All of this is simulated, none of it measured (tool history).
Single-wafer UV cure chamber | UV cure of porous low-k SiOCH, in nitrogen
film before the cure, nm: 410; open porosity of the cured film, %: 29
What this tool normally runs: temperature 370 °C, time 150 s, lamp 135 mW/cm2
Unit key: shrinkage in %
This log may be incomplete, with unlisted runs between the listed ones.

run	hour	temperature	time	lamp	shrinkage
1	0	370	150	135	11.869
# hour 32.9: quartz window cleaned
2	33.4	370	150	135	11.835
3	64.2	366	150	105	10.304
4	123.5	370	150	135	11.467
5	141.9	370	150	151	12.151
6	162.4	370	150	151	12.02
7	183.1	370	150	151	11.952
8	198.6	370	110	165	10.498
9	214.2	370	110	165	10.658
10	233.4	385	150	135	11.527
# hour 273.7: quartz window cleaned
11	332.1	370	95	135	8.674
12	364.8	370	110	166	10.304
13	384.5	370	150	135	10.676
14	435.7	362	195	135	12.085
15	469.2	357	195	103	10.053
# hour 526.9: quartz window cleaned
# hour 534.9: UV bulbs replaced
16	563.3	370	150	135	13.66
17	585.7	356	185	135	14.57
18	599.8	370	150	156	14.052
19	614.3	361	105	97	9.651
20	705.7	384	225	112	15.271
21	734.6	386	150	146	14.43

Alternative continuations, all from the tool just after run 21; predict every row:
A	735.1	370	90	135	?
B	735.1	370	225	135	?
C	735.1	377	70	145	?
D	735.1	365	230	149	?

run	shrinkage
A	10.807
B	15.924
C	10.001
D	16.504
What these runs would have given with no unlogged condition in the tool:
run	shrinkage
A	10.954
B	16.084
C	10.147
D	16.665
